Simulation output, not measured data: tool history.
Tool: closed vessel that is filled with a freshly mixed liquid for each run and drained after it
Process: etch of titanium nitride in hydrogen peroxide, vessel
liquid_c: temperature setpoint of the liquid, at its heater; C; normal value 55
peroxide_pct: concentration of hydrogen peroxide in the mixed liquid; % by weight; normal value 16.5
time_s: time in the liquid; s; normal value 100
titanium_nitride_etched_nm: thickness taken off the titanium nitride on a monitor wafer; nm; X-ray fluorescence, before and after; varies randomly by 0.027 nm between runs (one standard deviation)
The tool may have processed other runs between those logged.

run,hour,liquid_c,peroxide_pct,time_s,"read-back film thickness of the titanium nitride reference wafer, read on the same gauge (nm)",titanium_nitride_etched_nm
1,0,57.5,16.5,125,140,13.4
2,14.7,57.5,16.5,125,139.98,13.44
3,24.4,57.5,16.5,125,139.96,13.43
4,38,55,16.5,100,140.02,8.99
5,55.8,55,16.5,100,140.01,9.05
6,72.7,55,16.5,100,140.01,9.01
7,87.5,55,16.5,100,139.99,9.03
# hour 96.5: new drum of peroxide connected
8,97,55,16.5,100,140.01,9.03
9,107.8,46,16.5,160,140,7.56
10,114.7,50.5,13,40,140.01,2.5
# hour 123.7: thermometer replaced
11,124.9,55,16.5,100,140,9.04
12,133.7,55,16.5,100,139.99,9.09
# hour 141.9: gauge calibrated
13,151.1,55,13,45,140.04,3.9
# hour 177.2: peroxide flow meter replaced
14,198.8,63.5,12,100,140,14.85
15,213.6,55,16.5,135,140.03,11.98
16,219.8,57.5,16.5,100,140,10.53
17,234,55,14.5,150,140.01,13

Run by run, hidden condition taken away, random variation retained:
Hidden state present: liquid colder than its thermometer reads (K); peroxide flow above the setpoint (%); peroxide weaker than its label (%); gauge reads high (%).
run,titanium_nitride_etched_nm
1,13.16
2,13.19
3,13.16
4,8.8
5,8.86
6,8.82
7,8.82
8,8.82
9,7.38
10,2.44
11,8.81
12,8.86
13,3.8
14,14.83
15,11.96
16,10.5
17,12.96
